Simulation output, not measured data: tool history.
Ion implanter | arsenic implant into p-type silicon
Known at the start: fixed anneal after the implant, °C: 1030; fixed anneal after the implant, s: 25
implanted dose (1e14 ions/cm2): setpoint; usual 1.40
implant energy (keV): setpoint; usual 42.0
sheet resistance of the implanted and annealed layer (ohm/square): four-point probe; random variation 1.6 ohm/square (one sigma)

run,hour,implanted dose (1e14 ions/cm2),implant energy (keV),wafers since the last listed run,hours since the last dose calibration,hours since the extraction supply was calibrated,hours since the gauge calibration,"read-back reference wafer on the same gauge, sheet resistance",sheet resistance of the implanted and annealed layer (ohm/square)
1,0.0,1.40,42.0,0,1249.5,2450.1,662.8,581.23,522.84
2,13.0,1.40,42.0,186,1262.5,2463.1,675.8,581.31,527.05
3,24.0,1.40,42.0,158,1273.5,2474.1,686.8,581.20,522.88
4,71.5,1.40,42.0,682,1321.0,2521.6,734.3,581.71,524.07
5,87.0,1.40,42.0,222,1336.5,2537.1,749.8,580.69,522.09
6,100.8,1.40,37.5,198,1350.3,2550.9,763.6,581.46,536.64
7,118.8,1.40,42.0,258,1368.3,2568.9,781.6,581.06,522.85
8,128.4,1.40,42.0,138,1377.9,2578.5,791.2,581.54,526.20
9,134.9,1.40,42.0,93,1384.4,2585.0,797.7,581.14,523.68
# hour 141.3: gauge calibrated
10,144.5,1.40,42.0,138,1394.0,2594.6,3.2,580.53,523.82
11,151.7,1.40,42.0,103,1401.2,2601.8,10.4,580.91,525.85
12,165.0,1.17,36.5,191,1414.5,2615.1,23.7,581.42,610.03
# hour 177.6: Faraday cup replaced and dose calibrated
13,180.8,1.40,55.5,112,3.2,2630.9,39.5,581.54,486.62
14,189.7,1.40,42.0,127,12.1,2639.8,48.4,580.69,509.15
15,198.8,1.03,48.5,130,21.2,2648.9,57.5,580.43,612.78
16,238.9,1.40,51.5,576,61.3,2689.0,97.6,580.59,490.82
17,246.8,1.17,42.0,113,69.2,2696.9,105.5,581.04,576.03
18,262.8,1.01,27.5,230,85.2,2712.9,121.5,580.64,690.65
19,280.8,1.40,42.0,258,103.2,2730.9,139.5,580.26,510.13
20,288.7,1.60,56.5,113,111.1,2738.8,147.4,580.99,443.72
21,295.2,1.05,29.0,93,117.6,2745.3,153.9,581.97,665.81
22,311.2,1.40,42.0,230,133.6,2761.3,169.9,580.78,513.98
23,323.2,1.06,56.5,172,145.6,2773.3,181.9,580.99,585.66
24,332.6,1.78,50.0,135,155.0,2782.7,191.3,580.82,419.31
25,345.2,1.28,42.0,181,167.6,2795.3,203.9,581.17,544.66
# hour 365.3: extraction supply calibrated
26,365.8,1.40,50.5,181,188.2,0.5,224.5,580.47,497.18
27,379.4,1.75,28.5,195,201.8,14.1,238.1,580.95,466.96
28,386.9,1.04,29.5,107,209.3,21.6,245.6,581.15,671.27
29,393.8,1.40,42.0,99,216.2,28.5,252.5,580.04,513.68
30,411.5,1.40,42.0,254,233.9,46.2,270.2,581.71,513.20
31,418.2,1.63,29.5,96,240.6,52.9,276.9,580.91,489.98
32,431.4,1.05,42.0,189,253.8,66.1,290.1,580.85,618.01
33,446.1,1.08,54.5,211,268.5,80.8,304.8,580.86,580.84
34,454.6,1.65,55.0,122,277.0,89.3,313.3,581.04,435.92
35,494.6,1.68,29.0,575,317.0,129.3,353.3,580.65,480.02
36,509.4,1.18,27.5,212,331.8,144.1,368.1,580.75,622.58

Forecast each of these 5 alternatives for the next run:
A,509.8,1.40,42.0,5,332.2,144.5,368.5,?,?
B,509.8,1.40,36.5,5,332.2,144.5,368.5,?,?
C,509.8,1.78,42.0,5,332.2,144.5,368.5,?,?
D,509.8,1.57,42.0,5,332.2,144.5,368.5,?,?
E,509.8,1.26,48.5,5,332.2,144.5,368.5,?,?

run,"read-back reference wafer on the same gauge, sheet resistance",sheet resistance of the implanted and annealed layer (ohm/square)
A,580.87,512.17
B,580.87,524.83
C,580.87,433.05
D,580.87,473.06
E,580.87,536.22
Without the tool's hidden state the same runs would have given:
run,sheet resistance of the implanted and annealed layer (ohm/square)
A,511.06
B,523.68
C,432.09
D,472.02
E,535.09

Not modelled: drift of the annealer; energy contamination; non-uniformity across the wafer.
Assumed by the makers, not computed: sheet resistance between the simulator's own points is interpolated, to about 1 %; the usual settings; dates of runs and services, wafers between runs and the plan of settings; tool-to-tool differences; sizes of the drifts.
